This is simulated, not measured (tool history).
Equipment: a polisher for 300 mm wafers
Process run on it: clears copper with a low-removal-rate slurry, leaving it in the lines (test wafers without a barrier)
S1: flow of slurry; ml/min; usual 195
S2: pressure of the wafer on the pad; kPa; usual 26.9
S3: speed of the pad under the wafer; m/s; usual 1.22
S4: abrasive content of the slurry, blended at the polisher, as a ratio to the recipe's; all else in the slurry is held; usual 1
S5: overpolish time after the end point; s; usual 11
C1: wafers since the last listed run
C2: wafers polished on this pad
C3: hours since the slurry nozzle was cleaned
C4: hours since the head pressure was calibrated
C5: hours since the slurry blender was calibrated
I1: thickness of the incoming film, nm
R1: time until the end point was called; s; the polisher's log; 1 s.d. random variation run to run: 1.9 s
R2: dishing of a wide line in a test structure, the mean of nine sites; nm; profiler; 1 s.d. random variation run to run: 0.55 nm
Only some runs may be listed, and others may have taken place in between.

| run | day | S1 | S2 | S3 | S4 | S5 | C1 | C2 | C3 | C4 | C5 | I1 | R1 | R2 |
|---|---|---|---|---|---|---|---|---|---|---|---|---|---|---|
| 1 | 0 | 195 | 22.1 | 1.22 | 0.95 | 11 | 0 | 204 | 241.9 | 99.9 | 97.1 | 582.6 | 121.5 | 30.7 |
| 2 | 0.458 | 195 | 22.1 | 1.22 | 0.95 | 11 | 61 | 265 | 252.9 | 110.9 | 108.1 | 587.3 | 122.3 | 30.7 |
| 3 | 0.938 | 195 | 26.9 | 1.44 | 1 | 17 | 64 | 330 | 264.4 | 122.4 | 119.6 | 573.9 | 83.6 | 48.2 |
| 4 | 1.421 | 195 | 26.9 | 1.22 | 1 | 11 | 65 | 395 | 276 | 134 | 131.2 | 565.2 | 95.3 | 35.8 |
| 5 | 1.825 | 195 | 26.9 | 1.22 | 1 | 11 | 54 | 449 | 285.7 | 143.7 | 140.9 | 577.3 | 99.1 | 33.9 |
| 6 | 2.129 | 195 | 26.9 | 1.22 | 1 | 11 | 40 | 490 | 293 | 151 | 148.2 | 574.7 | 98.3 | 35.4 |
| 7 | 2.462 | 195 | 26.9 | 1.22 | 1 | 11 | 44 | 535 | 301 | 159 | 156.2 | 576 | 98.3 | 33.9 |
| 8 | 2.767 | 195 | 26.9 | 1.22 | 1 | 14 | 40 | 576 | 308.3 | 166.3 | 163.5 | 569 | 98.4 | 39.4 |
|  | 2.925 | slurry blender recalibrated |
| 9 | 3.417 | 195 | 26.9 | 1.22 | 1 | 14 | 76 | 652 | 323.9 | 181.9 | 11.8 | 582.1 | 102.5 | 39.7 |
| 10 | 4.029 | 195 | 26.9 | 1.22 | 1 | 14 | 82 | 734 | 338.6 | 196.6 | 26.5 | 567.8 | 104.3 | 39.8 |
|  | 4.254 | worn pad replaced by a new one |
| 11 | 4.696 | 195 | 26.9 | 1.22 | 1 | 11 | 67 | 59 | 354.6 | 212.6 | 42.5 | 571.2 | 101.1 | 34.2 |
| 12 | 5.404 | 150 | 26.9 | 1.22 | 1 | 11 | 95 | 154 | 371.6 | 229.6 | 59.5 | 583.7 | 110.3 | 33.1 |
| 13 | 6.05 | 195 | 26.9 | 1.22 | 1 | 11 | 86 | 241 | 387.1 | 245.1 | 75 | 572 | 102 | 34.3 |
| 14 | 6.425 | 195 | 26.9 | 1.56 | 1 | 11 | 50 | 291 | 396.1 | 254.1 | 84 | 572.2 | 88.2 | 37.3 |
| 15 | 6.95 | 195 | 20.7 | 1.42 | 1.3 | 14 | 70 | 362 | 408.7 | 266.7 | 96.6 | 569 | 114.5 | 35.6 |
| 16 | 7.258 | 170 | 35.9 | 1.22 | 1 | 11 | 41 | 404 | 416.1 | 274.1 | 104 | 580.3 | 80.1 | 41.3 |
| 17 | 7.538 | 175 | 31 | 1.1 | 0.75 | 11 | 37 | 441 | 422.8 | 280.8 | 110.7 | 568.4 | 98.6 | 33.9 |
|  | 7.8 | slurry nozzle cleaned |
|  | 7.979 | head pressure recalibrated |
| 18 | 8.171 | 195 | 26.9 | 1.4 | 1 | 11 | 68 | 509 | 8.9 | 4.6 | 125.9 | 578.4 | 85.7 | 38 |
| 19 | 8.508 | 260 | 26.9 | 1.06 | 1 | 11 | 45 | 555 | 17 | 12.7 | 134 | 575.9 | 100.2 | 34.2 |
| 20 | 9.217 | 250 | 26.9 | 0.84 | 1 | 17 | 95 | 650 | 34 | 29.7 | 151 | 575.9 | 112.1 | 40.5 |
| 21 | 9.554 | 195 | 26.9 | 0.88 | 1 | 11 | 45 | 695 | 42.1 | 37.8 | 159.1 | 572.2 | 114.8 | 31.8 |
| 22 | 10.054 | 195 | 26.9 | 1.1 | 1 | 11 | 67 | 763 | 54.1 | 49.8 | 171.1 | 576.7 | 104.6 | 34.6 |
| 23 | 10.721 | 250 | 26.9 | 0.98 | 1 | 11 | 89 | 852 | 70.1 | 65.8 | 187.1 | 571.8 | 103.4 | 33 |
|  | 10.812 | slurry blender recalibrated |
|  | 11.138 | worn pad replaced by a new one |
| 24 | 11.35 | 135 | 26.9 | 0.82 | 1 | 16 | 50 | 28 | 85.2 | 80.9 | 12.9 | 577 | 127.7 | 36.6 |
| 25 | 13.212 | 195 | 26.9 | 1.22 | 1 | 11 | 250 | 279 | 129.9 | 125.6 | 57.6 | 575.8 | 96.5 | 35.4 |
| 26 | 13.625 | 195 | 26.9 | 1.44 | 1 | 4 | 55 | 334 | 139.8 | 135.5 | 67.5 | 578.3 | 86.4 | 17.9 |
| 27 | 14.329 | 195 | 26.9 | 1.22 | 1 | 11 | 94 | 429 | 156.7 | 152.4 | 84.4 | 580.7 | 94.8 | 35.1 |
| 28 | 14.708 | 195 | 26.9 | 1.34 | 1 | 9 | 50 | 480 | 165.8 | 161.5 | 93.5 | 570.9 | 88.8 | 32.5 |
| 29 | 15.179 | 135 | 21.4 | 1.1 | 1 | 15 | 63 | 543 | 177.1 | 172.8 | 104.8 | 571 | 133.7 | 33.8 |

Below are 4 alternative next runs, each starting from the tool's condition after run 29. Predict each:
| A | 15.2 | 195 | 26.9 | 1.22 | 1 | 11 | 2 | 546 | 177.6 | 173.3 | 105.3 | 576.5 | ? | ? |
| B | 15.2 | 195 | 18.6 | 1.22 | 0.8 | 11 | 2 | 546 | 177.6 | 173.3 | 105.3 | 576.5 | ? | ? |
| C | 15.2 | 195 | 19.3 | 1.22 | 1 | 16 | 2 | 546 | 177.6 | 173.3 | 105.3 | 576.5 | ? | ? |
| D | 15.2 | 230 | 26.9 | 1.22 | 0.8 | 15 | 2 | 546 | 177.6 | 173.3 | 105.3 | 576.5 | ? | ? |

| run | R1 | R2 |
|---|---|---|
| A | 97 | 36.1 |
| B | 146 | 26.8 |
| C | 135.1 | 36.6 |
| D | 99.5 | 42.9 |
Without the tool's unlogged condition, the same runs would have read:
| run | R1 | R2 |
|---|---|---|
| A | 95.2 | 36.6 |
| B | 143.3 | 27.2 |
| C | 132.6 | 37.1 |
| D | 97.6 | 43.4 |

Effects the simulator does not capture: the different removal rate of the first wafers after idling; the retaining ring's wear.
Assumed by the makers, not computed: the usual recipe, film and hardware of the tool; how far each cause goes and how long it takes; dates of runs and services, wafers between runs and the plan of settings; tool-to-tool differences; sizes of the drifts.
